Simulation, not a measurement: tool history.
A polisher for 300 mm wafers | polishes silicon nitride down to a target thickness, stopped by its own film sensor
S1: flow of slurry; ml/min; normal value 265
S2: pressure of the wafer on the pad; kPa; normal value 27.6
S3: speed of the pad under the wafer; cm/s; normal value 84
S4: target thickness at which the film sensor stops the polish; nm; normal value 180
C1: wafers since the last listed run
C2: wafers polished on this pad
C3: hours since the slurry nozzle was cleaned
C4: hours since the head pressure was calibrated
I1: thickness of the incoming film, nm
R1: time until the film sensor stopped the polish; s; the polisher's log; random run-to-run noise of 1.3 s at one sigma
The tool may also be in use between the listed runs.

| run | day | S1 | S2 | S3 | S4 | C1 | C2 | C3 | C4 | I1 | R1 |
|---|---|---|---|---|---|---|---|---|---|---|---|
| 1 | 0 | 265 | 27.6 | 106 | 180 | 0 | 3712 | 292.5 | 163.8 | 310.9 | 59.6 |
| 2 | 1.729 | 265 | 27.6 | 102 | 180 | 437 | 4150 | 334 | 205.3 | 312.2 | 61.8 |
|  | 2.242 | worn pad replaced by a new one |
| 3 | 3.638 | 265 | 27.6 | 84 | 180 | 440 | 353 | 379.8 | 251.1 | 312 | 73.1 |
| 4 | 6.758 | 265 | 27.6 | 84 | 180 | 789 | 1143 | 454.7 | 326 | 312.7 | 73.4 |
|  | 6.962 | slurry nozzle cleaned |
| 5 | 10.667 | 265 | 27.6 | 84 | 180 | 978 | 2121 | 88.9 | 419.8 | 307 | 69.9 |
| 6 | 14.55 | 265 | 27.6 | 84 | 180 | 982 | 3104 | 182.1 | 513 | 308.3 | 70.2 |
| 7 | 18.075 | 265 | 27.6 | 84 | 180 | 891 | 3996 | 266.7 | 597.6 | 313 | 74.2 |
|  | 19.983 | worn pad replaced by a new one |
| 8 | 21.921 | 265 | 33.8 | 84 | 180 | 930 | 490 | 359 | 689.9 | 309.6 | 59.8 |
|  | 23.621 | slurry nozzle cleaned |
| 9 | 24.267 | 265 | 33.8 | 84 | 180 | 582 | 1073 | 15.5 | 746.2 | 311.3 | 61.6 |
|  | 27.579 | head pressure recalibrated |
| 10 | 28.229 | 265 | 33.8 | 84 | 180 | 981 | 2054 | 110.6 | 15.6 | 308.5 | 60.1 |
| 11 | 31.621 | 265 | 21.4 | 62 | 180 | 858 | 2912 | 192 | 97 | 316 | 119.2 |
| 12 | 34.638 | 265 | 21.4 | 62 | 180 | 763 | 3675 | 264.4 | 169.4 | 314 | 115.7 |
|  | 35.079 | worn pad replaced by a new one |
|  | 42.854 | slurry nozzle cleaned, repeated, since the last time left the tool worse |
| 13 | 43.325 | 265 | 27.6 | 84 | 180 | 2145 | 2075 | 11.3 | 377.9 | 310.3 | 69.3 |
| 14 | 45.904 | 265 | 24.1 | 84 | 212 | 652 | 2728 | 73.2 | 439.8 | 311.1 | 60.6 |
| 15 | 48.008 | 265 | 20.7 | 84 | 217 | 532 | 3260 | 123.7 | 490.3 | 307.8 | 63 |
|  | 50.008 | worn pad replaced by a new one |
| 16 | 50.029 | 265 | 27.6 | 84 | 180 | 469 | 4 | 172.2 | 538.8 | 311.7 | 72 |
| 17 | 53.962 | 265 | 27.6 | 76 | 150 | 995 | 1000 | 266.6 | 633.2 | 310.8 | 89.6 |
|  | 61.112 | head pressure recalibrated |
|  | 62.421 | slurry nozzle cleaned |
| 18 | 64.771 | 195 | 33.8 | 54 | 154 | 2703 | 3703 | 56.4 | 87.8 | 312.2 | 99 |
| 19 | 67.462 | 315 | 27.6 | 84 | 180 | 681 | 4384 | 121 | 152.4 | 310.2 | 67.8 |
|  | 69.775 | worn pad replaced by a new one |
| 20 | 69.796 | 265 | 35.2 | 84 | 216 | 548 | 5 | 177 | 208.4 | 310.7 | 41.8 |
| 21 | 72.55 | 305 | 24.1 | 106 | 218 | 696 | 702 | 243.1 | 274.5 | 311.7 | 47.2 |

Run 22, settings as shown, results not yet in. Your forecast:
| 22 | 75.179 | 265 | 27.6 | 84 | 180 | 665 | 1367 | 306.2 | 337.6 | 313.7 | ? |

Run 22 measured R1 74.8 s.
If the tool had no hidden condition, the same run with the same run-to-run variation would have returned R1 73.5 s.

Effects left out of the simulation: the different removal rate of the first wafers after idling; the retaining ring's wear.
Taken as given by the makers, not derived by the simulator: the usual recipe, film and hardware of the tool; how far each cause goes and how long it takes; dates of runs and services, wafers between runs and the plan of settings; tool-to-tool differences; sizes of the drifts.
